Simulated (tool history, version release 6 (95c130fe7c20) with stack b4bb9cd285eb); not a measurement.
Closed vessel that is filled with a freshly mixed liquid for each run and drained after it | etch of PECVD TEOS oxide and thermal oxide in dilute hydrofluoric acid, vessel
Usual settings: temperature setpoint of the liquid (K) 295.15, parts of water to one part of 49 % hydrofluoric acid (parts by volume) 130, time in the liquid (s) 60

run    hour  temperature setpoint of the liquid (K)  parts of water to one part of 49 % hydrofluoric acid (parts by volume)  time in the liquid (s)  read-back film thickness of the PECVD TEOS oxide reference wafer, read on the same gauge (nm)  read-back film thickness of the thermal oxide reference wafer, read on the same gauge (nm)  thickness taken off the PECVD TEOS oxide on a monitor wafer (nm)  thickness taken off the thermal oxide on a monitor wafer (nm)
  1       0                                  295.15                                                                     130                      60                                                                                         50.006                                                                                      39.988                                                             4.584                                                          1.865
  2      83                                  295.15                                                                     130                      60                                                                                         49.997                                                                                      39.965                                                             4.548                                                          1.807
  3   124.6                                  295.15                                                                     130                      75                                                                                         50.005                                                                                      39.986                                                             5.667                                                          2.246
  4     210                                  298.65                                                                      70                      90                                                                                         49.989                                                                                      40.005                                                            15.556                                                          6.308
  5   296.2                                  297.15                                                                      85                      50                                                                                         49.992                                                                                      40.004                                                             6.523                                                          2.658
      394.1  -- thermometer replaced
  6   399.9                                  295.15                                                                      95                      30                                                                                         50.015                                                                                      40.014                                                             3.292                                                          1.353
  7   485.6                                  298.65                                                                      90                      90                                                                                         50.007                                                                                      40.013                                                            12.218                                                          4.686
  8     571                                  296.65                                                                      70                      45                                                                                          50.01                                                                                      39.995                                                             7.298                                                          2.956
  9   620.2                                  292.65                                                                     170                      85                                                                                         50.013                                                                                       40.01                                                             4.307                                                          1.712
 10   710.2                                  295.15                                                                     130                      60                                                                                         50.004                                                                                      40.028                                                             4.562                                                           1.78
 11   798.5                                  295.15                                                                     130                      60                                                                                         49.978                                                                                      40.018                                                             4.492                                                          1.854
 12   999.6                                  298.65                                                                     130                      60                                                                                         50.001                                                                                      39.987                                                             5.056                                                           1.98
 13  1094.9                                  295.15                                                                     130                      35                                                                                         50.001                                                                                       40.02                                                             2.572                                                          1.048
     1180.6  -- thermometer replaced
 14  1202.6                                  295.15                                                                     115                      45                                                                                             50                                                                                       40.01                                                              3.93                                                          1.542
 15  1305.8                                  295.15                                                                     130                      60                                                                                         50.002                                                                                      40.014                                                             4.543                                                          1.838
 16  1342.3                                  290.65                                                                     155                      85                                                                                         49.985                                                                                      40.022                                                             4.368                                                          1.774
 17  1436.1                                  295.15                                                                     130                      60                                                                                         49.991                                                                                      40.011                                                             4.466                                                          1.781
 18  1496.4                                  295.15                                                                     185                      85                                                                                          49.99                                                                                      39.984                                                             4.144                                                          1.686
 19  1534.4                                  300.15                                                                      75                      35                                                                                          50.02                                                                                          40                                                             5.828                                                           2.36
 20  1607.4                                  295.15                                                                     130                      60                                                                                         50.011                                                                                      39.988                                                             4.401                                                          1.801
     1629.8  -- hydrofluoric acid flow meter replaced
 21  1685.9                                  295.15                                                                     130                      45                                                                                         49.998                                                                                      39.991                                                              3.46                                                          1.381
 22  1788.6                                  290.15                                                                     155                      35                                                                                         49.993                                                                                      39.958                                                             1.775                                                          0.703
 23  1866.2                                  295.15                                                                     130                      60                                                                                         49.994                                                                                      39.994                                                             4.504                                                          1.871
 24  1921.9                                  295.15                                                                     130                      60                                                                                          49.99                                                                                      39.995                                                              4.49                                                          1.832
     1988.5  -- thermometer replaced
 25  2154.5                                  291.15                                                                     155                      70                                                                                         50.003                                                                                      40.007                                                             3.749                                                          1.515
 26  2230.7                                  298.65                                                                     130                      30                                                                                         50.012                                                                                      40.003                                                              2.62                                                          1.059

Forecast each of these 4 alternatives for the next run:
  A  2231.4                                  295.15                                                                     130                      60                                                                                              ?                                                                                           ?                                                                 ?                                                              ?
  B  2231.4                                  298.65                                                                     155                      60                                                                                              ?                                                                                           ?                                                                 ?                                                              ?
  C  2231.4                                  295.15                                                                     130                      50                                                                                              ?                                                                                           ?                                                                 ?                                                              ?
  D  2231.4                                  292.65                                                                     130                      85                                                                                              ?                                                                                           ?                                                                 ?                                                              ?

run  read-back film thickness of the PECVD TEOS oxide reference wafer, read on the same gauge (nm)  read-back film thickness of the thermal oxide reference wafer, read on the same gauge (nm)  thickness taken off the PECVD TEOS oxide on a monitor wafer (nm)  thickness taken off the thermal oxide on a monitor wafer (nm)
  A                                                                                         49.998                                                                                      39.976                                                             4.567                                                          1.837
  B                                                                                         49.998                                                                                      39.976                                                             4.259                                                          1.713
  C                                                                                         49.998                                                                                      39.976                                                             3.806                                                          1.531
  D                                                                                         49.998                                                                                      39.976                                                             5.854                                                          2.355
Without the tool's hidden state the same runs would have given:
run  thickness taken off the PECVD TEOS oxide on a monitor wafer (nm)  thickness taken off the thermal oxide on a monitor wafer (nm)
  A                                                             4.769                                                          1.918
  B                                                             4.448                                                          1.789
  C                                                             3.974                                                          1.599
  D                                                             6.113                                                          2.459
